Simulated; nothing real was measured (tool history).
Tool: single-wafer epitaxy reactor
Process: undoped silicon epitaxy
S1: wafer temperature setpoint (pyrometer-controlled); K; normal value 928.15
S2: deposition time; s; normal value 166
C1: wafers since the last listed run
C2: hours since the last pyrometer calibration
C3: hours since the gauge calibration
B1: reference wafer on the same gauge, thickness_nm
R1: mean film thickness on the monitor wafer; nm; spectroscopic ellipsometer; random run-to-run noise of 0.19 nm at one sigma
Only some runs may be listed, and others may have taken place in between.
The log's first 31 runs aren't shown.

run	hour	S1	S2	C1	C2	C3	B1	R1
32	401.4	923.15	191	51	76.2	189.1	32.627	35.464
33	417.4	936.15	186	131	92.2	205.1	32.542	43.379
34	461.2	919.15	136	360	136.0	248.9	32.608	22.941
35	473.6	943.15	149	102	148.4	261.3	32.634	39.518
36	488.5	940.15	182	122	163.3	276.2	32.582	45.952
37	499.8	928.15	192	93	174.6	287.5	32.598	38.528
38	514.3	923.15	186	119	189.1	302.0	32.579	33.895
39	529.4	928.15	166	124	204.2	317.1	32.649	33.321
40	546.7	928.15	166	142	221.5	334.4	32.560	33.019
41	561.0	941.15	183	117	235.8	348.7	32.547	46.714

What if the next run were any one of these 4? Each begins from the tool's condition after run 41:
A	561.4	928.15	166	3	236.2	349.1	?	?
B	561.4	928.15	176	3	236.2	349.1	?	?
C	561.4	917.15	154	3	236.2	349.1	?	?
D	561.4	939.15	166	3	236.2	349.1	?	?

run	B1	R1
A	32.597	33.158
B	32.597	35.156
C	32.597	24.783
D	32.597	40.969
Stripped of hidden state, with their random variation kept, the same runs would have yielded:
run	R1
A	33.587
B	35.610
C	25.110
D	41.488

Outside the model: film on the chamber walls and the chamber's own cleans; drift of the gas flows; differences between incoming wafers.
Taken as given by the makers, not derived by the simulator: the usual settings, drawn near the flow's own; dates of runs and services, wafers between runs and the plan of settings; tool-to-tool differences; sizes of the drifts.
